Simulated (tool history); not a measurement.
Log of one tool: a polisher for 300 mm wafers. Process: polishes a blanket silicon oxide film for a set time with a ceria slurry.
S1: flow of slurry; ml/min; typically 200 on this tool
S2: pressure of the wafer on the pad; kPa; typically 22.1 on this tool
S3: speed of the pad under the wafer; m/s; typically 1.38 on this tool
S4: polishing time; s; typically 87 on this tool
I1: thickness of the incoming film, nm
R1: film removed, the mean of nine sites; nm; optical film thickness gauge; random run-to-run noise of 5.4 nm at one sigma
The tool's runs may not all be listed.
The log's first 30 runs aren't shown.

At hour 2151.3: slurry nozzle cleaned.
At hour 2153.3: worn pad replaced by a new one.
Run 31, hour 2163.2: usual settings but S1 180 ml/min, S2 27.6 kPa, S4 73 s; I1 1917.7. Result: R1 485.2 nm.
Run 32, hour 2244.4: usual settings but S1 170 ml/min, S2 17.2 kPa, S3 1.68 m/s, S4 99 s; I1 1886.4. Result: R1 513.0 nm.
Run 33, hour 2344.0: usual settings; I1 1912.8. Result: R1 476.8 nm.
Run 34, hour 2425.9: usual settings; I1 1888.3. Result: R1 479.4 nm.
Run 35, hour 2523.9: usual settings but S2 17.9 kPa, S4 112 s; I1 1881.4. Result: R1 500.3 nm.
Run 36, hour 2581.4: usual settings but S1 265 ml/min, S3 1.24 m/s; I1 1878.9. Result: R1 464.1 nm.
Run 37, hour 2634.0: usual settings; I1 1908.1. Result: R1 480.8 nm.
At hour 2662.1: worn pad replaced by a new one.
Run 38, hour 2719.5: usual settings but S1 170 ml/min; I1 1890.9. Result: R1 450.0 nm.

Forecast each of these 3 alternatives for the next run:
Run A, hour 2719.9: usual settings but S3 1.14 m/s; I1 1888.3. Result: R1 ?.
Run B, hour 2719.9: usual settings but S1 145 ml/min, S3 1.74 m/s; I1 1888.3. Result: R1 ?.
Run C, hour 2719.9: usual settings but S1 140 ml/min, S2 17.9 kPa, S3 1.58 m/s, S4 112 s; I1 1888.3. Result: R1 ?.

run     R1
  A  382.3
  B  534.5
  C  501.8
Stripped of hidden state, with their random variation kept, the same runs would have yielded:
run     R1
  A  380.0
  B  548.2
  C  516.8

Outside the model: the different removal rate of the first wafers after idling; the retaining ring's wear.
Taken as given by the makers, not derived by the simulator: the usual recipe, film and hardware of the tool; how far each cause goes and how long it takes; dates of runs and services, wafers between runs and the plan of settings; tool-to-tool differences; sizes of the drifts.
